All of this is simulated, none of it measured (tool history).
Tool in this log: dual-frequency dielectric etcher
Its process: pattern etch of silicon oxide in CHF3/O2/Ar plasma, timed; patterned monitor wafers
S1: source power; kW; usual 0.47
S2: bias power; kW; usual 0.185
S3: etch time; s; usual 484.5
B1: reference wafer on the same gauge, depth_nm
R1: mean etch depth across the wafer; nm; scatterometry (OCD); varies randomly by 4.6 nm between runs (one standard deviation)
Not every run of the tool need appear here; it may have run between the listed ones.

{"run": 1, "day": 0.0, "S1": 0.47, "S2": 0.185, "S3": 484.5, "B1": 928.5, "R1": 818.1}
{"run": 2, "day": 2.225, "S1": 0.47, "S2": 0.185, "S3": 484.5, "B1": 926, "R1": 824.4}
{"run": 3, "day": 4.196, "S1": 0.47, "S2": 0.185, "S3": 484.5, "B1": 927.2, "R1": 822}
{"run": 4, "day": 7.362, "S1": 0.47, "S2": 0.185, "S3": 484.5, "B1": 928.3, "R1": 823.6}
{"run": 5, "day": 11.258, "S1": 0.47, "S2": 0.185, "S3": 484.5, "B1": 925, "R1": 840.8}
{"run": 6, "day": 12.842, "S1": 0.47, "S2": 0.185, "S3": 386.5, "B1": 928.9, "R1": 663.6}
{"run": 7, "day": 16.592, "S1": 0.47, "S2": 0.185, "S3": 484.5, "B1": 928.5, "R1": 830}
{"day": 19.542, "done": "wet clean of the chamber"}
{"run": 8, "day": 19.862, "S1": 0.47, "S2": 0.185, "S3": 484.5, "B1": 928.2, "R1": 815.7}
{"run": 9, "day": 22.85, "S1": 0.47, "S2": 0.185, "S3": 484.5, "B1": 927.9, "R1": 821.2}
{"run": 10, "day": 26.771, "S1": 0.47, "S2": 0.185, "S3": 585.5, "B1": 925.7, "R1": 995.2}
{"day": 27.792, "done": "source power generator calibrated"}
{"day": 29.333, "done": "upper electrode replaced"}
{"run": 11, "day": 30.75, "S1": 0.47, "S2": 0.185, "S3": 585.5, "B1": 928.5, "R1": 989.4}
{"day": 34.342, "done": "gauge calibrated"}
{"run": 12, "day": 39.979, "S1": 0.47, "S2": 0.185, "S3": 585.5, "B1": 928.8, "R1": 1011.5}
{"run": 13, "day": 42.221, "S1": 0.54, "S2": 0.185, "S3": 484.5, "B1": 927.8, "R1": 881.9}
{"day": 43.221, "done": "wet clean of the chamber"}
{"run": 14, "day": 46.204, "S1": 0.38, "S2": 0.185, "S3": 484.5, "B1": 927.8, "R1": 758.1}
{"run": 15, "day": 47.904, "S1": 0.35, "S2": 0.185, "S3": 547, "B1": 926.3, "R1": 823.1}
{"day": 50.058, "done": "bias power generator calibrated"}
{"run": 16, "day": 51.896, "S1": 0.47, "S2": 0.185, "S3": 442, "B1": 928.6, "R1": 749.6}
{"run": 17, "day": 55.875, "S1": 0.47, "S2": 0.185, "S3": 484.5, "B1": 928.7, "R1": 821.4}
{"run": 18, "day": 60.071, "S1": 0.36, "S2": 0.216, "S3": 484.5, "B1": 927.9, "R1": 801.2}
{"run": 19, "day": 63.858, "S1": 0.47, "S2": 0.213, "S3": 484.5, "B1": 928.8, "R1": 884.9}
{"day": 66.658, "done": "wet clean of the chamber"}
{"run": 20, "day": 66.679, "S1": 0.35, "S2": 0.185, "S3": 547, "B1": 929.3, "R1": 807.1}
{"run": 21, "day": 69.417, "S1": 0.39, "S2": 0.149, "S3": 382, "B1": 927.2, "R1": 542.2}
{"run": 22, "day": 71.242, "S1": 0.58, "S2": 0.209, "S3": 534.5, "B1": 928.4, "R1": 1026.7}
{"run": 23, "day": 73.821, "S1": 0.54, "S2": 0.221, "S3": 546.5, "B1": 928.1, "R1": 1052.1}
{"run": 24, "day": 75.646, "S1": 0.38, "S2": 0.185, "S3": 484.5, "B1": 928.6, "R1": 754.1}
{"day": 76.304, "done": "gauge calibrated"}
{"run": 25, "day": 78.867, "S1": 0.36, "S2": 0.217, "S3": 340.5, "B1": 926.4, "R1": 555.2}
{"run": 26, "day": 81.375, "S1": 0.47, "S2": 0.185, "S3": 585.5, "B1": 927, "R1": 983.3}
{"run": 27, "day": 84.504, "S1": 0.4, "S2": 0.185, "S3": 484.5, "B1": 928.5, "R1": 781.4}
{"run": 28, "day": 86.017, "S1": 0.58, "S2": 0.166, "S3": 569.5, "B1": 928.4, "R1": 1013.5}

Each row is a separate what-if for the run after 28, all from the same tool condition, not one after another. Results?
{"run": "A", "day": 86.042, "S1": 0.47, "S2": 0.185, "S3": 484.5, "B1": "?", "R1": "?"}
{"run": "B", "day": 86.042, "S1": 0.4, "S2": 0.185, "S3": 563, "B1": "?", "R1": "?"}
{"run": "C", "day": 86.042, "S1": 0.47, "S2": 0.226, "S3": 560.5, "B1": "?", "R1": "?"}
{"run": "D", "day": 86.042, "S1": 0.56, "S2": 0.185, "S3": 365.5, "B1": "?", "R1": "?"}
{"run": "E", "day": 86.042, "S1": 0.37, "S2": 0.14, "S3": 532, "B1": "?", "R1": "?"}

run=A B1=925.7 R1=830.6
run=B B1=925.7 R1=904.9
run=C B1=925.7 R1=1042.7
run=D B1=925.7 R1=671.8
run=E B1=925.7 R1=738.9
Without the tool's hidden state the same runs would have given:
run=A R1=816.7
run=B R1=889.8
run=C R1=1025.2
run=D R1=660.6
run=E R1=726.5
